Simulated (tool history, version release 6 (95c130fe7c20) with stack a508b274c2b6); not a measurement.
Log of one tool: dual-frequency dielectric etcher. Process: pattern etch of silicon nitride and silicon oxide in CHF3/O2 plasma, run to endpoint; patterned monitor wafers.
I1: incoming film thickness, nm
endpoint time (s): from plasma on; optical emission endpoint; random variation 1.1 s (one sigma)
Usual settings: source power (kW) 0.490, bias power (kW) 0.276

{"run": 1, "hour": 0.0, "source power (kW)": 0.55, "bias power (kW)": 0.276, "I1": 206.5, "endpoint time (s)": 126.7}
{"run": 2, "hour": 6.7, "source power (kW)": 0.49, "bias power (kW)": 0.276, "I1": 206.5, "endpoint time (s)": 132.3}
{"run": 3, "hour": 16.0, "source power (kW)": 0.49, "bias power (kW)": 0.276, "I1": 206.1, "endpoint time (s)": 131.1}
{"run": 4, "hour": 27.1, "source power (kW)": 0.49, "bias power (kW)": 0.276, "I1": 206.5, "endpoint time (s)": 131.1}
{"run": 5, "hour": 35.8, "source power (kW)": 0.49, "bias power (kW)": 0.276, "I1": 205.2, "endpoint time (s)": 131.3}
{"run": 6, "hour": 86.9, "source power (kW)": 0.49, "bias power (kW)": 0.276, "I1": 208.1, "endpoint time (s)": 131.2}
{"run": 7, "hour": 135.1, "source power (kW)": 0.49, "bias power (kW)": 0.276, "I1": 204.5, "endpoint time (s)": 128.6}
{"run": 8, "hour": 144.1, "source power (kW)": 0.49, "bias power (kW)": 0.276, "I1": 207.1, "endpoint time (s)": 129.6}
{"run": 9, "hour": 150.5, "source power (kW)": 0.58, "bias power (kW)": 0.276, "I1": 205.5, "endpoint time (s)": 123.6}
{"run": 10, "hour": 158.9, "source power (kW)": 0.49, "bias power (kW)": 0.276, "I1": 206.9, "endpoint time (s)": 129.5}
{"run": 11, "hour": 176.9, "source power (kW)": 0.49, "bias power (kW)": 0.276, "I1": 204.6, "endpoint time (s)": 126.1}
{"run": 12, "hour": 188.0, "source power (kW)": 0.49, "bias power (kW)": 0.276, "I1": 206.9, "endpoint time (s)": 130.0}
{"run": 13, "hour": 203.0, "source power (kW)": 0.38, "bias power (kW)": 0.216, "I1": 207.1, "endpoint time (s)": 153.9}
{"run": 14, "hour": 209.9, "source power (kW)": 0.55, "bias power (kW)": 0.246, "I1": 206.1, "endpoint time (s)": 130.4}
{"run": 15, "hour": 227.7, "source power (kW)": 0.58, "bias power (kW)": 0.233, "I1": 209.0, "endpoint time (s)": 132.7}
{"run": 16, "hour": 238.4, "source power (kW)": 0.49, "bias power (kW)": 0.21, "I1": 207.2, "endpoint time (s)": 142.2}
{"run": 17, "hour": 245.6, "source power (kW)": 0.6, "bias power (kW)": 0.253, "I1": 205.8, "endpoint time (s)": 126.5}
{"run": 18, "hour": 254.7, "source power (kW)": 0.55, "bias power (kW)": 0.231, "I1": 208.0, "endpoint time (s)": 133.3}
{"run": 19, "hour": 297.8, "source power (kW)": 0.41, "bias power (kW)": 0.276, "I1": 204.5, "endpoint time (s)": 132.0}
{"run": 20, "hour": 313.4, "source power (kW)": 0.55, "bias power (kW)": 0.21, "I1": 208.6, "endpoint time (s)": 137.2}
{"run": 21, "hour": 341.4, "source power (kW)": 0.49, "bias power (kW)": 0.306, "I1": 206.4, "endpoint time (s)": 129.0}
{"run": 22, "hour": 342.7, "source power (kW)": 0.57, "bias power (kW)": 0.298, "I1": 207.3, "endpoint time (s)": 123.8}
{"run": 23, "hour": 352.2, "source power (kW)": 0.49, "bias power (kW)": 0.32, "I1": 207.1, "endpoint time (s)": 126.6}
{"run": 24, "hour": 358.4, "source power (kW)": 0.52, "bias power (kW)": 0.247, "I1": 206.0, "endpoint time (s)": 136.2}
{"run": 25, "hour": 372.5, "source power (kW)": 0.49, "bias power (kW)": 0.276, "I1": 206.3, "endpoint time (s)": 133.3}
{"run": 26, "hour": 389.5, "source power (kW)": 0.41, "bias power (kW)": 0.253, "I1": 205.4, "endpoint time (s)": 146.9}
{"run": 27, "hour": 405.8, "source power (kW)": 0.49, "bias power (kW)": 0.276, "I1": 205.7, "endpoint time (s)": 131.4}
{"run": 28, "hour": 412.7, "source power (kW)": 0.39, "bias power (kW)": 0.318, "I1": 205.5, "endpoint time (s)": 132.3}
{"run": 29, "hour": 419.4, "source power (kW)": 0.39, "bias power (kW)": 0.242, "I1": 207.0, "endpoint time (s)": 149.6}
{"run": 30, "hour": 435.8, "source power (kW)": 0.58, "bias power (kW)": 0.243, "I1": 207.8, "endpoint time (s)": 134.3}
{"run": 31, "hour": 450.4, "source power (kW)": 0.39, "bias power (kW)": 0.242, "I1": 206.5, "endpoint time (s)": 150.2}
{"run": 32, "hour": 474.7, "source power (kW)": 0.49, "bias power (kW)": 0.276, "I1": 207.3, "endpoint time (s)": 133.2}
{"run": 33, "hour": 490.1, "source power (kW)": 0.56, "bias power (kW)": 0.276, "I1": 207.3, "endpoint time (s)": 125.6}
{"run": 34, "hour": 497.5, "source power (kW)": 0.49, "bias power (kW)": 0.276, "I1": 205.6, "endpoint time (s)": 130.0}

Not shown: 4 entries that the log had between the listed runs. Between which runs, and how does the tool's hidden state differ before and after?
Between runs 5 and 6: upper electrode replaced (hour 85.8)
  etch rate over this chamber's usual, %: 1.5 -> 2.03
  measured less the result without the state, endpoint time (s): -1.9 -> -2.7
Between runs 9 and 10: bias power generator calibrated (hour 155.0)
  etch rate over this chamber's usual, %: 2.68 -> 2.77
  measured less the result without the state, endpoint time (s): -3.3 -> -3.6
Between runs 18 and 19: source power generator calibrated (hour 295.2)
  etch rate over this chamber's usual, %: 3.75 -> 4.19
  measured less the result without the state, endpoint time (s): -5.0 -> -5.5
Between runs 20 and 21: wet clean of the chamber (hour 340.9)
  etch rate over this chamber's usual, %: 4.35 -> -0.107
  measured less the result without the state, endpoint time (s): -6.0 -> +0.1
